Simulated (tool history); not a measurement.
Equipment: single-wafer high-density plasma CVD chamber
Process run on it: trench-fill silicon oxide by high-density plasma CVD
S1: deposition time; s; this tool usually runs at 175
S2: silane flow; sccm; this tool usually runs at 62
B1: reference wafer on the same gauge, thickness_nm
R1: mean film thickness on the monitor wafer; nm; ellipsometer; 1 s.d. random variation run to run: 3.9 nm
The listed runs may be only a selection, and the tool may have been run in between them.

| run | hour | S1 | S2 | B1 | R1 |
|---|---|---|---|---|---|
| 1 | 0 | 158 | 62 | 1108.184 | 945.938 |
| 2 | 52.3 | 175 | 62 | 1108.528 | 1051.246 |
| 3 | 123.1 | 175 | 62 | 1110.083 | 1051.855 |
| 4 | 156.7 | 175 | 66 | 1109.369 | 1100.196 |
| 5 | 206.8 | 175 | 66 | 1110.02 | 1090.215 |
| 6 | 263.8 | 175 | 66 | 1109.767 | 1101.361 |
| 7 | 314.4 | 175 | 62 | 1108.634 | 1050.029 |
| 8 | 340.9 | 175 | 62 | 1111.978 | 1055.085 |
| 9 | 368.1 | 175 | 69 | 1110.122 | 1139.465 |
| 10 | 431.7 | 160 | 56 | 1109.314 | 892.716 |
| 11 | 500.6 | 175 | 62 | 1110.339 | 1052.896 |
| 12 | 568.4 | 175 | 62 | 1108.234 | 1057.046 |
| 13 | 629.5 | 175 | 62 | 1111.564 | 1047.199 |
| 14 | 662.4 | 175 | 62 | 1111.141 | 1054.685 |
| 15 | 747.8 | 175 | 62 | 1109.125 | 1052.962 |
| 16 | 780.7 | 175 | 62 | 1110.194 | 1053.511 |
| 17 | 950.6 | 186 | 62 | 1110.844 | 1123.787 |
|  | 972.2 | silane flow controller replaced |
|  | 981 | gauge calibrated |
| 18 | 1007.1 | 186 | 62 | 1110.039 | 1071.356 |
| 19 | 1063.4 | 200 | 62 | 1108.468 | 1161.849 |
| 20 | 1238 | 200 | 62 | 1110.159 | 1171.932 |
| 21 | 1290.3 | 200 | 62 | 1108.61 | 1175.75 |
| 22 | 1332 | 175 | 62 | 1110.536 | 1032.155 |
| 23 | 1369.2 | 175 | 62 | 1110.103 | 1033.986 |
| 24 | 1406.9 | 149 | 55 | 1111.718 | 811.634 |
| 25 | 1461 | 206 | 54 | 1109.339 | 1102.845 |
| 26 | 1487.8 | 151 | 62 | 1107.674 | 889.281 |
| 27 | 1517.1 | 146 | 73 | 1111.43 | 975.277 |
| 28 | 1555.3 | 175 | 51 | 1111.29 | 903.805 |
| 29 | 1594.4 | 155 | 58 | 1108.255 | 876.079 |
| 30 | 1628.4 | 149 | 55 | 1109.711 | 812.589 |
| 31 | 1669.1 | 175 | 58 | 1106.985 | 992.556 |
| 32 | 1713.5 | 175 | 66 | 1110.374 | 1087.794 |
| 33 | 1812.7 | 199 | 69 | 1109.352 | 1279.88 |
| 34 | 1857.5 | 155 | 62 | 1109.573 | 921.791 |
| 35 | 1926.7 | 175 | 62 | 1108.329 | 1046.476 |
| 36 | 1978.3 | 196 | 69 | 1109.023 | 1269.211 |
| 37 | 2025.3 | 150 | 62 | 1108.401 | 891.763 |
| 38 | 2062 | 156 | 62 | 1109.444 | 933.412 |
| 39 | 2105.5 | 175 | 62 | 1110.189 | 1053.687 |
| 40 | 2162.1 | 175 | 62 | 1113.068 | 1057.886 |
| 41 | 2224.7 | 196 | 69 | 1109.974 | 1276.533 |
| 42 | 2365.9 | 203 | 68 | 1109.072 | 1301.409 |
| 43 | 2426.8 | 175 | 55 | 1109.927 | 966.857 |
| 44 | 2451.2 | 146 | 71 | 1111.327 | 966.794 |
| 45 | 2495.3 | 153 | 62 | 1111.079 | 918.917 |

List, for all runs, the conditions of the tool that the log does not record:
gauge reads high (%): 0 in every run
H1: delivered silane flow above the setpoint (%)
| run | H1 |
|---|---|
| 1 | 4.83 |
| 2 | 4.9 |
| 3 | 4.98 |
| 4 | 5.02 |
| 5 | 5.08 |
| 6 | 5.13 |
| 7 | 5.18 |
| 8 | 5.2 |
| 9 | 5.23 |
| 10 | 5.28 |
| 11 | 5.33 |
| 12 | 5.37 |
| 13 | 5.41 |
| 14 | 5.43 |
| 15 | 5.47 |
| 16 | 5.49 |
| 17 | 5.56 |
| 18 | -0.0506 |
| 19 | 0.408 |
| 20 | 1.62 |
| 21 | 1.92 |
| 22 | 2.15 |
| 23 | 2.35 |
| 24 | 2.53 |
| 25 | 2.78 |
| 26 | 2.9 |
| 27 | 3.02 |
| 28 | 3.18 |
| 29 | 3.32 |
| 30 | 3.45 |
| 31 | 3.58 |
| 32 | 3.73 |
| 33 | 4.01 |
| 34 | 4.13 |
| 35 | 4.3 |
| 36 | 4.41 |
| 37 | 4.51 |
| 38 | 4.58 |
| 39 | 4.66 |
| 40 | 4.76 |
| 41 | 4.85 |
| 42 | 5.05 |
| 43 | 5.12 |
| 44 | 5.15 |
| 45 | 5.19 |

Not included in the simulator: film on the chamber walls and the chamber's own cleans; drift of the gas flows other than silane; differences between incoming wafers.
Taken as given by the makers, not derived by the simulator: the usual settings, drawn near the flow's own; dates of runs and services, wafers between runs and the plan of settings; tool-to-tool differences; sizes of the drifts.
